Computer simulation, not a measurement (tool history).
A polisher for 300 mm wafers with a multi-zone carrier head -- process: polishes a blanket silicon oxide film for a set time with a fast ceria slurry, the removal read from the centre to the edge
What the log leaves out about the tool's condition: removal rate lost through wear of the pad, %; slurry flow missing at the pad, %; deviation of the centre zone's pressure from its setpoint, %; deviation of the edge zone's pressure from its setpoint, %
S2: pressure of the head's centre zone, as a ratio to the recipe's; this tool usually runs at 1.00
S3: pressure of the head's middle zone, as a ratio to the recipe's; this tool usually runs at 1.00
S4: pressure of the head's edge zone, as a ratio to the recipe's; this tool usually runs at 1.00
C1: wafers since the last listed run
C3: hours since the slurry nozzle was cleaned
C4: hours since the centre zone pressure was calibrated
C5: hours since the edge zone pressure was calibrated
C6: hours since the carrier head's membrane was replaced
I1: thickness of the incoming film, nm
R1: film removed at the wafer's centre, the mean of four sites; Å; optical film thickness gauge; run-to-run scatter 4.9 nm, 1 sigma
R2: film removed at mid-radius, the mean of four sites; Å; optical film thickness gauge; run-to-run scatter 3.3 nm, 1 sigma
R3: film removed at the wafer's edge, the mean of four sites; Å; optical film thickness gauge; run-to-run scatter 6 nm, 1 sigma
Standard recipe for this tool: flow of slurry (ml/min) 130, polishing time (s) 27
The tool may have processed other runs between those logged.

run 1 hour=0.0 | flow_of_slurry_(ml/min)=100 S2=0.94 S3=1.00 S4=1.00 polishing_time_(s)=27 | C1=0 wafers_polished_on_this_pad=679 C3=3.2 C4=22.4 C5=418.8 C6=556.9 | I1=1549.6 | R1=3861 R2=4185 R3=4362
-- hour=81.1 edge zone pressure recalibrated
run 2 hour=106.8 | flow_of_slurry_(ml/min)=90 S2=0.96 S3=1.00 S4=1.00 polishing_time_(s)=34 | C1=846 wafers_polished_on_this_pad=1525 C3=110.0 C4=129.2 C5=25.7 C6=663.7 | I1=1578.4 | R1=4525 R2=4870 R3=5166
-- hour=114.3 worn pad replaced by a new one
run 3 hour=139.9 | flow_of_slurry_(ml/min)=130 S2=1.00 S3=1.00 S4=1.00 polishing_time_(s)=27 | C1=234 wafers_polished_on_this_pad=207 C3=143.1 C4=162.3 C5=58.8 C6=696.8 | I1=1594.1 | R1=4435 R2=4552 R3=4698
-- hour=152.1 carrier head's membrane replaced by a new one
run 4 hour=159.3 | flow_of_slurry_(ml/min)=130 S2=1.04 S3=0.94 S4=1.00 polishing_time_(s)=27 | C1=116 wafers_polished_on_this_pad=323 C3=162.5 C4=181.7 C5=78.2 C6=7.2 | I1=1559.4 | R1=4596 R2=4177 R3=4547
run 5 hour=185.3 | flow_of_slurry_(ml/min)=130 S2=0.92 S3=1.00 S4=1.00 polishing_time_(s)=31 | C1=209 wafers_polished_on_this_pad=533 C3=188.5 C4=207.7 C5=104.2 C6=33.2 | I1=1589.4 | R1=4594 R2=5010 R3=5129
run 6 hour=203.9 | flow_of_slurry_(ml/min)=95 S2=1.05 S3=1.09 S4=1.07 polishing_time_(s)=27 | C1=150 wafers_polished_on_this_pad=683 C3=207.1 C4=226.3 C5=122.8 C6=51.8 | I1=1583.1 | R1=4051 R2=4285 R3=4210
run 7 hour=226.1 | flow_of_slurry_(ml/min)=130 S2=1.00 S3=0.90 S4=0.95 polishing_time_(s)=33 | C1=179 wafers_polished_on_this_pad=862 C3=229.3 C4=248.5 C5=145.0 C6=74.0 | I1=1580.8 | R1=5104 R2=4791 R3=5195
run 8 hour=254.6 | flow_of_slurry_(ml/min)=170 S2=1.00 S3=1.00 S4=1.00 polishing_time_(s)=23 | C1=230 wafers_polished_on_this_pad=1092 C3=257.8 C4=277.0 C5=173.5 C6=102.5 | I1=1572.4 | R1=3824 R2=3783 R3=3773
run 9 hour=288.2 | flow_of_slurry_(ml/min)=115 S2=1.00 S3=0.90 S4=1.00 polishing_time_(s)=35 | C1=271 wafers_polished_on_this_pad=1364 C3=291.4 C4=310.6 C5=207.1 C6=136.1 | I1=1573.3 | R1=5218 R2=4806 R3=5431
run 10 hour=307.0 | flow_of_slurry_(ml/min)=130 S2=1.00 S3=1.00 S4=1.00 polishing_time_(s)=27 | C1=151 wafers_polished_on_this_pad=1515 C3=310.2 C4=329.4 C5=225.9 C6=154.9 | I1=1556.2 | R1=4063 R2=4163 R3=4345
run 11 hour=334.4 | flow_of_slurry_(ml/min)=130 S2=1.11 S3=1.00 S4=0.95 polishing_time_(s)=21 | C1=221 wafers_polished_on_this_pad=1737 C3=337.6 C4=356.8 C5=253.3 C6=182.3 | I1=1588.0 | R1=3499 R2=3230 R3=3189
-- hour=350.7 worn pad replaced by a new one
run 12 hour=351.2 | flow_of_slurry_(ml/min)=95 S2=1.00 S3=1.00 S4=1.00 polishing_time_(s)=24 | C1=103 wafers_polished_on_this_pad=4 C3=354.4 C4=373.6 C5=270.1 C6=199.1 | I1=1586.8 | R1=3675 R2=3735 R3=3942
run 13 hour=384.8 | flow_of_slurry_(ml/min)=140 S2=1.06 S3=0.93 S4=1.00 polishing_time_(s)=34 | C1=271 wafers_polished_on_this_pad=275 C3=388.0 C4=407.2 C5=303.7 C6=232.7 | I1=1571.7 | R1=5976 R2=5310 R3=5909
run 14 hour=412.0 | flow_of_slurry_(ml/min)=130 S2=1.00 S3=1.00 S4=1.00 polishing_time_(s)=27 | C1=219 wafers_polished_on_this_pad=495 C3=415.2 C4=434.4 C5=330.9 C6=259.9 | I1=1568.4 | R1=4191 R2=4264 R3=4400
run 15 hour=442.7 | flow_of_slurry_(ml/min)=130 S2=0.92 S3=1.00 S4=1.00 polishing_time_(s)=36 | C1=247 wafers_polished_on_this_pad=743 C3=445.9 C4=465.1 C5=361.6 C6=290.6 | I1=1562.3 | R1=5094 R2=5606 R3=5829
run 16 hour=476.5 | flow_of_slurry_(ml/min)=130 S2=1.00 S3=1.11 S4=0.95 polishing_time_(s)=27 | C1=272 wafers_polished_on_this_pad=1016 C3=479.7 C4=498.9 C5=395.4 C6=324.4 | I1=1566.4 | R1=4055 R2=4523 R3=4230
-- hour=504.2 slurry nozzle cleaned
run 17 hour=506.1 | flow_of_slurry_(ml/min)=175 S2=1.00 S3=1.08 S4=0.92 polishing_time_(s)=23 | C1=230 wafers_polished_on_this_pad=1247 C3=1.9 C4=528.5 C5=425.0 C6=354.0 | I1=1545.2 | R1=3973 R2=4138 R3=3805
run 18 hour=539.1 | flow_of_slurry_(ml/min)=130 S2=1.00 S3=1.00 S4=0.97 polishing_time_(s)=34 | C1=266 wafers_polished_on_this_pad=1513 C3=34.9 C4=561.5 C5=458.0 C6=387.0 | I1=1576.8 | R1=5555 R2=5421 R3=5392
run 19 hour=557.8 | flow_of_slurry_(ml/min)=130 S2=1.00 S3=1.00 S4=1.00 polishing_time_(s)=27 | C1=150 wafers_polished_on_this_pad=1664 C3=53.6 C4=580.2 C5=476.7 C6=405.7 | I1=1600.0 | R1=4322 R2=4289 R3=4408
run 20 hour=577.0 | flow_of_slurry_(ml/min)=130 S2=1.00 S3=1.08 S4=0.95 polishing_time_(s)=27 | C1=155 wafers_polished_on_this_pad=1819 C3=72.8 C4=599.4 C5=495.9 C6=424.9 | I1=1561.6 | R1=4277 R2=4618 R3=4270
run 21 hour=590.9 | flow_of_slurry_(ml/min)=130 S2=1.10 S3=1.00 S4=0.90 polishing_time_(s)=27 | C1=112 wafers_polished_on_this_pad=1931 C3=86.7 C4=613.3 C5=509.8 C6=438.8 | I1=1602.2 | R1=4641 R2=4347 R3=4146
-- hour=600.8 worn pad replaced by a new one
run 22 hour=614.8 | flow_of_slurry_(ml/min)=160 S2=0.95 S3=0.91 S4=1.11 polishing_time_(s)=27 | C1=160 wafers_polished_on_this_pad=113 C3=110.6 C4=637.2 C5=533.7 C6=462.7 | I1=1583.4 | R1=4548 R2=4401 R3=5118

Consider 4 possible next runs. They are alternatives, not a sequence: every one starts from the tool as it was left by run 22. What does each give?
run A hour=615.2 | flow_of_slurry_(ml/min)=130 S2=1.00 S3=1.00 S4=1.00 polishing_time_(s)=27 | C1=3 wafers_polished_on_this_pad=116 C3=111.0 C4=637.6 C5=534.1 C6=463.1 | I1=1548.0 | R1=? R2=? R3=?
run B hour=615.2 | flow_of_slurry_(ml/min)=130 S2=1.00 S3=1.04 S4=1.00 polishing_time_(s)=27 | C1=3 wafers_polished_on_this_pad=116 C3=111.0 C4=637.6 C5=534.1 C6=463.1 | I1=1548.0 | R1=? R2=? R3=?
run C hour=615.2 | flow_of_slurry_(ml/min)=130 S2=1.00 S3=1.00 S4=0.89 polishing_time_(s)=27 | C1=3 wafers_polished_on_this_pad=116 C3=111.0 C4=637.6 C5=534.1 C6=463.1 | I1=1548.0 | R1=? R2=? R3=?
run D hour=615.2 | flow_of_slurry_(ml/min)=95 S2=1.00 S3=0.91 S4=1.12 polishing_time_(s)=21 | C1=3 wafers_polished_on_this_pad=116 C3=111.0 C4=637.6 C5=534.1 C6=463.1 | I1=1548.0 | R1=? R2=? R3=?

run=A R1=4557 R2=4548 R3=4599
run=B R1=4558 R2=4702 R3=4596
run=C R1=4557 R2=4549 R3=4354
run=D R1=3227 R2=3013 R3=3585
With no hidden state in the tool, these same runs would have given:
run=A R1=4849 R2=4831 R3=4865
run=B R1=4851 R2=4994 R3=4862
run=C R1=4849 R2=4832 R3=4606
run=D R1=3453 R2=3215 R3=3802
